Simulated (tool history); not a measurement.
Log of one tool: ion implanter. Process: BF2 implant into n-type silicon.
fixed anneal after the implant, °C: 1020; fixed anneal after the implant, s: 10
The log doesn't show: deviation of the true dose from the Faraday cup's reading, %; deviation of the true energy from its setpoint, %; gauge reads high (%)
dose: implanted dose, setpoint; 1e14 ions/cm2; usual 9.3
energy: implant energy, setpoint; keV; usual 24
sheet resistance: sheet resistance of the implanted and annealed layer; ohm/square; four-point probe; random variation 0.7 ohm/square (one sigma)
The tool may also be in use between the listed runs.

run    hour   dose  energy  wafers since the last listed run  hours since the last dose calibration  hours since the extraction supply was calibrated  hours since the gauge calibration  read-back reference wafer on the same gauge, sheet resistance  sheet resistance
  1       0    9.3      28                                 0                                     28                                            4259.4                             2133.2                                                         220.86            176.02
  2   102.3   7.94      24                              1386                                  130.3                                            4361.7                             2235.5                                                         221.05            202.14
  3   204.9   7.94      24                              1390                                  232.9                                            4464.3                             2338.1                                                         220.72            203.33
  4   296.6   7.94      24                              1242                                  324.6                                              4556                             2429.8                                                         221.05            203.72
  5   382.7    9.3      24                              1166                                  410.7                                            4642.1                             2515.9                                                          220.9            191.56
  6   481.6    9.3      24                              1340                                  509.6                                              4741                             2614.8                                                         220.73             191.9
  7   529.4    9.3      24                               647                                  557.4                                            4788.8                             2662.6                                                         220.99            190.83
      566.8  -- Faraday cup replaced and dose calibrated
  8   575.2    9.3      24                               512                                    8.4                                            4834.6                             2708.4                                                         221.35            189.04
  9   676.9    9.3      24                              1378                                  110.1                                            4936.3                             2810.1                                                         221.06            187.98
 10   777.4    9.3      24                              1361                                  210.6                                            5036.8                             2910.6                                                         221.16            189.67
 11   843.7   8.65      24                               898                                  276.9                                            5103.1                             2976.9                                                         220.87            194.07
 12   904.3    9.3      18                               821                                  337.5                                            5163.7                             3037.5                                                         220.89            212.82
 13  1002.4    9.3      18                              1329                                  435.6                                            5261.8                             3135.6                                                         221.01            214.27
     1009.2  -- gauge calibrated
 14  1056.8    9.3      24                               737                                    490                                            5316.2                               47.6                                                         220.86             190.3
 15  1139.4   10.3    19.5                              1119                                  572.6                                            5398.8                              130.2                                                         221.08            200.65
     1331.5  -- Faraday cup replaced and dose calibrated
 16  1349.8   7.38    21.5                              2742                                   18.3                                            5609.2                              340.6                                                         221.26             216.6
     1387.2  -- extraction supply calibrated
 17  1573.3  10.24      32                              2920                                  241.8                                             186.1                              564.1                                                         220.99            161.59
 18  1636.2    9.3    16.5                               852                                  304.7                                               249                                627                                                          221.1            221.49
 19  1711.1  11.59      29                              1015                                  379.6                                             323.9                              701.9                                                         220.98            159.87
 20  1806.8    9.3    17.5                              1296                                  475.3                                             419.6                              797.6                                                         220.77            215.89
 21  1893.5    9.3      24                              1174                                    562                                             506.3                              884.3                                                            221             191.3
     1968.5  -- Faraday cup replaced and dose calibrated
 22  1990.4    9.3      24                              1204                                   21.9                                             603.2                              981.2                                                         220.89            188.06
 23  2085.2    9.3      18                              1284                                  116.7                                               698                               1076                                                         221.13            212.53
 24  2159.7    9.3      24                              1009                                  191.2                                             772.5                             1150.5                                                         220.77            190.13
 25  2239.7    9.3      24                              1084                                  271.2                                             852.5                             1230.5                                                         220.93            190.44
 26  2282.2  10.42      24                               575                                  313.7                                               895                               1273                                                         221.06            181.66
 27    2379  11.02    28.5                              1311                                  410.5                                             991.8                             1369.8                                                         220.87            165.24
 28  2423.9  11.24    31.5                               608                                  455.4                                            1036.7                             1414.7                                                         221.11            156.73
 29  2525.1    9.3      24                              1371                                  556.6                                            1137.9                             1515.9                                                         221.12            191.08
 30  2615.8    7.3      28                              1229                                  647.3                                            1228.6                             1606.6                                                         220.87            206.62
     2639.6  -- Faraday cup replaced and dose calibrated
 31  2671.1   11.7    16.5                               641                                   31.5                                            1283.9                             1661.9                                                         221.16            205.82
 32  2721.2  10.25      16                               678                                   81.6                                              1334                               1712                                                         220.73            216.16
 33  2795.7   8.38    26.5                              1009                                  156.1                                            1408.5                             1786.5                                                         221.04            188.45
 34  2835.5    9.3    32.5                               539                                  195.9                                            1448.3                             1826.3                                                         221.15            166.68
 35  2885.3  11.09    28.5                               674                                  245.7                                            1498.1                             1876.1                                                         221.08            162.96
 36  2974.7    9.3      18                              1211                                  335.1                                            1587.5                             1965.5                                                         220.78            214.06

Forecast each of these 5 alternatives for the next run:
  A  2975.1   8.53      24                                 5                                  335.5                                            1587.9                             1965.9                                                              ?                 ?
  B  2975.1    9.3    18.5                                 5                                  335.5                                            1587.9                             1965.9                                                              ?                 ?
  C  2975.1    9.3      17                                 5                                  335.5                                            1587.9                             1965.9                                                              ?                 ?
  D  2975.1  10.84    18.5                                 5                                  335.5                                            1587.9                             1965.9                                                              ?                 ?
  E  2975.1    9.3    20.5                                 5                                  335.5                                            1587.9                             1965.9                                                              ?                 ?

run  read-back reference wafer on the same gauge, sheet resistance  sheet resistance
  A                                                         221.09            195.92
  B                                                         221.09            210.57
  C                                                         221.09            218.11
  D                                                         221.09            200.86
  E                                                         221.09            201.64
Without the tool's hidden state the same runs would have given:
run  sheet resistance
  A            194.52
  B            209.45
  C            217.01
  D               200
  E            200.49
